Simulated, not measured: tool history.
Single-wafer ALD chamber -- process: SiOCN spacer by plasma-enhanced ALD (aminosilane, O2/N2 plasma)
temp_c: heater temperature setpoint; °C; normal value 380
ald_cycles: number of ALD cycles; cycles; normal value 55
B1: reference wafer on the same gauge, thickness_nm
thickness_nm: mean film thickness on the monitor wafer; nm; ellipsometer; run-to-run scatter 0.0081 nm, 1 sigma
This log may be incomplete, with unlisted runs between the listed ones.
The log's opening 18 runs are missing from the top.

{"run": 19, "hour": 1319.1, "temp_c": 386, "ald_cycles": 46, "B1": 3.724, "thickness_nm": 2.807}
{"run": 20, "hour": 1400.7, "temp_c": 380, "ald_cycles": 55, "B1": 3.72, "thickness_nm": 3.341}
{"hour": 1412.9, "done": "gauge calibrated"}
{"run": 21, "hour": 1505.1, "temp_c": 380, "ald_cycles": 55, "B1": 3.65, "thickness_nm": 3.269}
{"hour": 1569.6, "done": "thermocouple changed; heater temperature recalibrated"}
{"run": 22, "hour": 1570.1, "temp_c": 380, "ald_cycles": 45, "B1": 3.658, "thickness_nm": 2.686}
{"run": 23, "hour": 1608.8, "temp_c": 370, "ald_cycles": 44, "B1": 3.665, "thickness_nm": 2.633}
{"run": 24, "hour": 1707.2, "temp_c": 370, "ald_cycles": 60, "B1": 3.67, "thickness_nm": 3.593}
{"run": 25, "hour": 1765.7, "temp_c": 380, "ald_cycles": 63, "B1": 3.678, "thickness_nm": 3.761}
{"run": 26, "hour": 1849.6, "temp_c": 384, "ald_cycles": 45, "B1": 3.686, "thickness_nm": 2.699}
{"run": 27, "hour": 1932.4, "temp_c": 387, "ald_cycles": 50, "B1": 3.693, "thickness_nm": 3.008}
{"run": 28, "hour": 2020.3, "temp_c": 394, "ald_cycles": 51, "B1": 3.703, "thickness_nm": 3.076}
{"run": 29, "hour": 2066.6, "temp_c": 380, "ald_cycles": 55, "B1": 3.705, "thickness_nm": 3.316}
{"run": 30, "hour": 2140.7, "temp_c": 384, "ald_cycles": 50, "B1": 3.71, "thickness_nm": 3.023}
{"run": 31, "hour": 2220.8, "temp_c": 394, "ald_cycles": 49, "B1": 3.704, "thickness_nm": 2.969}
{"run": 32, "hour": 2345.2, "temp_c": 390, "ald_cycles": 45, "B1": 3.714, "thickness_nm": 2.716}
{"run": 33, "hour": 2432.2, "temp_c": 373, "ald_cycles": 65, "B1": 3.717, "thickness_nm": 3.931}
{"run": 34, "hour": 2527.6, "temp_c": 386, "ald_cycles": 58, "B1": 3.72, "thickness_nm": 3.526}
{"run": 35, "hour": 2602.6, "temp_c": 369, "ald_cycles": 61, "B1": 3.72, "thickness_nm": 3.692}
{"run": 36, "hour": 2677.3, "temp_c": 374, "ald_cycles": 55, "B1": 3.723, "thickness_nm": 3.345}
{"run": 37, "hour": 2760.7, "temp_c": 389, "ald_cycles": 50, "B1": 3.723, "thickness_nm": 3.039}

Here are 4 independent what-if runs from the current tool condition. What would each one return?
{"run": "A", "hour": 2761.2, "temp_c": 380, "ald_cycles": 55, "B1": "?", "thickness_nm": "?"}
{"run": "B", "hour": 2761.2, "temp_c": 393, "ald_cycles": 46, "B1": "?", "thickness_nm": "?"}
{"run": "C", "hour": 2761.2, "temp_c": 368, "ald_cycles": 65, "B1": "?", "thickness_nm": "?"}
{"run": "D", "hour": 2761.2, "temp_c": 380, "ald_cycles": 46, "B1": "?", "thickness_nm": "?"}

run=A B1=3.722 thickness_nm=3.349
run=B B1=3.722 thickness_nm=2.801
run=C B1=3.722 thickness_nm=3.958
run=D B1=3.722 thickness_nm=2.801
The same runs, with their run-to-run variation unchanged, on a tool lacking any hidden condition would have given:
run=A thickness_nm=3.255
run=B thickness_nm=2.723
run=C thickness_nm=3.847
run=D thickness_nm=2.723
